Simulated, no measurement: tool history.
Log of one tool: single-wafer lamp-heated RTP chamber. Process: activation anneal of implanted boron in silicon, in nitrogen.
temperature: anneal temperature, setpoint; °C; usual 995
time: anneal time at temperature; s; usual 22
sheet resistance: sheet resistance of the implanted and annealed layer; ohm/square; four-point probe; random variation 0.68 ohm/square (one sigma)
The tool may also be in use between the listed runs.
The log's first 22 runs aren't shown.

run    hour  temperature  time  read-back reference wafer on the same gauge, sheet resistance  sheet resistance
 23  1113.5         1005    28                                                         158.84            183.42
 24  1147.3         1011    31                                                         158.97            179.81
 25  1197.3         1020    14                                                         159.06            181.25
 26  1228.1          974    14                                                         159.14            205.28
 27  1254.8          995    22                                                         158.92            184.89
 28  1296.8          975    22                                                         159.16            196.93
     1347.8  -- reflector plate cleaned
 29  1348.3         1014    15                                                         158.93            179.78
 30  1411.9          995    13                                                         158.90            185.22
 31  1446.8         1003    22                                                         159.13            181.75
 32  1485.1         1016    22                                                         158.77            179.06
     1522.7  -- pyrometer window cleaned and pyrometer calibrated
 33  1526.1         1018    31                                                         158.92            179.52
 34  1572.2          978    15                                                         158.83            201.25
 35  1610.6         1009    11                                                         158.92            183.79

5 ways to go on from here, each from the tool as it stands after run 35. What would each give?
  A  1611.0          995    22                                                              ?                 ?
  B  1611.0          995    14                                                              ?                 ?
  C  1611.0          979    13                                                              ?                 ?
  D  1611.0          966    33                                                              ?                 ?
  E  1611.0          965    26                                                              ?                 ?

run  read-back reference wafer on the same gauge, sheet resistance  sheet resistance
  A                                                         158.99            186.15
  B                                                         158.99            188.05
  C                                                         158.99            200.39
  D                                                         158.99            204.17
  E                                                         158.99            208.65
Without the tool's hidden state the same runs would have given:
run  sheet resistance
  A            186.68
  B            188.67
  C            201.67
  D            205.57
  E            210.28
